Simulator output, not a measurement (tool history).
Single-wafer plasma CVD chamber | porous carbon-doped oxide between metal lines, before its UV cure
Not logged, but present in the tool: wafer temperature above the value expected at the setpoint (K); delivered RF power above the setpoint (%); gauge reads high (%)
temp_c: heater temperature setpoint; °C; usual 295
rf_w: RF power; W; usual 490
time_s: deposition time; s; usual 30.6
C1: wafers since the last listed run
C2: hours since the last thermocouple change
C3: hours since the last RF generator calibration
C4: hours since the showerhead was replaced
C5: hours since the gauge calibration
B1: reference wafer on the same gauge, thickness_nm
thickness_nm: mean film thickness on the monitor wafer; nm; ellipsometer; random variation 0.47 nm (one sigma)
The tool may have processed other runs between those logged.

{"run": 1, "day": 0.0, "temp_c": 295, "rf_w": 530, "time_s": 30.6, "C1": 0, "C2": 1543.3, "C3": 975.3, "C4": 7391.8, "C5": 99.4, "B1": 178.957, "thickness_nm": 162.22}
{"run": 2, "day": 0.579, "temp_c": 295, "rf_w": 530, "time_s": 30.6, "C1": 169, "C2": 1557.2, "C3": 989.2, "C4": 7405.7, "C5": 113.3, "B1": 178.953, "thickness_nm": 162.448}
{"run": 3, "day": 2.038, "temp_c": 295, "rf_w": 530, "time_s": 30.6, "C1": 427, "C2": 1592.2, "C3": 1024.2, "C4": 7440.7, "C5": 148.3, "B1": 178.979, "thickness_nm": 162.067}
{"run": 4, "day": 3.062, "temp_c": 295, "rf_w": 490, "time_s": 30.6, "C1": 300, "C2": 1616.8, "C3": 1048.8, "C4": 7465.3, "C5": 172.9, "B1": 179.011, "thickness_nm": 155.843}
{"run": 5, "day": 4.362, "temp_c": 295, "rf_w": 490, "time_s": 30.6, "C1": 381, "C2": 1648, "C3": 1080, "C4": 7496.5, "C5": 204.1, "B1": 179.051, "thickness_nm": 157.376}
{"run": 6, "day": 5.283, "temp_c": 295, "rf_w": 490, "time_s": 30.6, "C1": 270, "C2": 1670.1, "C3": 1102.1, "C4": 7518.6, "C5": 226.2, "B1": 179.054, "thickness_nm": 155.427}
{"run": 7, "day": 6.138, "temp_c": 295, "rf_w": 490, "time_s": 30.6, "C1": 250, "C2": 1690.6, "C3": 1122.6, "C4": 7539.1, "C5": 246.7, "B1": 179.037, "thickness_nm": 156.686}
{"run": 8, "day": 7.383, "temp_c": 295, "rf_w": 490, "time_s": 30.6, "C1": 365, "C2": 1720.5, "C3": 1152.5, "C4": 7569, "C5": 276.6, "B1": 179.052, "thickness_nm": 155.706}
{"day": 8.55, "done": "RF generator calibrated"}
{"run": 9, "day": 8.875, "temp_c": 295, "rf_w": 490, "time_s": 30.6, "C1": 339, "C2": 1756.3, "C3": 7.8, "C4": 7604.8, "C5": 312.4, "B1": 179.021, "thickness_nm": 163.042}
{"run": 10, "day": 10.45, "temp_c": 285, "rf_w": 405, "time_s": 25.3, "C1": 461, "C2": 1794.1, "C3": 45.6, "C4": 7642.6, "C5": 350.2, "B1": 179.016, "thickness_nm": 133.973}
{"run": 11, "day": 11.208, "temp_c": 309, "rf_w": 490, "time_s": 28.7, "C1": 222, "C2": 1812.3, "C3": 63.8, "C4": 7660.8, "C5": 368.4, "B1": 179.012, "thickness_nm": 139.761}
{"day": 11.95, "done": "thermocouple changed; heater temperature recalibrated"}
{"day": 11.983, "done": "gauge calibrated"}
{"day": 12.504, "done": "showerhead replaced, of another model than before"}
{"run": 12, "day": 12.525, "temp_c": 295, "rf_w": 490, "time_s": 30.6, "C1": 190, "C2": 13.8, "C3": 95.4, "C4": 0.5, "C5": 13, "B1": 178.955, "thickness_nm": 163.614}
{"run": 13, "day": 13.758, "temp_c": 301, "rf_w": 435, "time_s": 27.8, "C1": 361, "C2": 43.4, "C3": 125, "C4": 30.1, "C5": 42.6, "B1": 178.992, "thickness_nm": 138.663}
{"run": 14, "day": 14.275, "temp_c": 303, "rf_w": 580, "time_s": 30.6, "C1": 151, "C2": 55.8, "C3": 137.4, "C4": 42.5, "C5": 55, "B1": 179.035, "thickness_nm": 161.051}
{"run": 15, "day": 14.954, "temp_c": 295, "rf_w": 490, "time_s": 35.2, "C1": 199, "C2": 72.1, "C3": 153.7, "C4": 58.8, "C5": 71.3, "B1": 179.015, "thickness_nm": 186.995}
{"run": 16, "day": 16.029, "temp_c": 295, "rf_w": 520, "time_s": 30.6, "C1": 315, "C2": 97.9, "C3": 179.5, "C4": 84.6, "C5": 97.1, "B1": 179.106, "thickness_nm": 165.751}
{"run": 17, "day": 17.408, "temp_c": 295, "rf_w": 490, "time_s": 30.6, "C1": 404, "C2": 131, "C3": 212.6, "C4": 117.7, "C5": 130.2, "B1": 179.166, "thickness_nm": 162.269}
{"run": 18, "day": 18.288, "temp_c": 302, "rf_w": 490, "time_s": 25.6, "C1": 257, "C2": 152.1, "C3": 233.7, "C4": 138.8, "C5": 151.3, "B1": 179.04, "thickness_nm": 130.103}

Below are 5 alternative next runs, each starting from the tool's condition after run 18. Predict each:
{"run": "A", "day": 18.304, "temp_c": 295, "rf_w": 490, "time_s": 30.6, "C1": 4, "C2": 152.5, "C3": 234.1, "C4": 139.2, "C5": 151.7, "B1": "?", "thickness_nm": "?"}
{"run": "B", "day": 18.304, "temp_c": 280, "rf_w": 490, "time_s": 30.6, "C1": 4, "C2": 152.5, "C3": 234.1, "C4": 139.2, "C5": 151.7, "B1": "?", "thickness_nm": "?"}
{"run": "C", "day": 18.304, "temp_c": 303, "rf_w": 455, "time_s": 27.2, "C1": 4, "C2": 152.5, "C3": 234.1, "C4": 139.2, "C5": 151.7, "B1": "?", "thickness_nm": "?"}
{"run": "D", "day": 18.304, "temp_c": 302, "rf_w": 435, "time_s": 27.3, "C1": 4, "C2": 152.5, "C3": 234.1, "C4": 139.2, "C5": 151.7, "B1": "?", "thickness_nm": "?"}
{"run": "E", "day": 18.304, "temp_c": 295, "rf_w": 415, "time_s": 30.6, "C1": 4, "C2": 152.5, "C3": 234.1, "C4": 139.2, "C5": 151.7, "B1": "?", "thickness_nm": "?"}

run=A B1=178.871 thickness_nm=162.095
run=B B1=178.871 thickness_nm=180.059
run=C B1=178.871 thickness_nm=134.97
run=D B1=178.871 thickness_nm=134.975
run=E B1=178.871 thickness_nm=156.245
Stripped of hidden state, with their random variation kept, the same runs would have yielded:
run=A thickness_nm=162.816
run=B thickness_nm=180.86
run=C thickness_nm=135.571
run=D thickness_nm=135.575
run=E thickness_nm=156.94
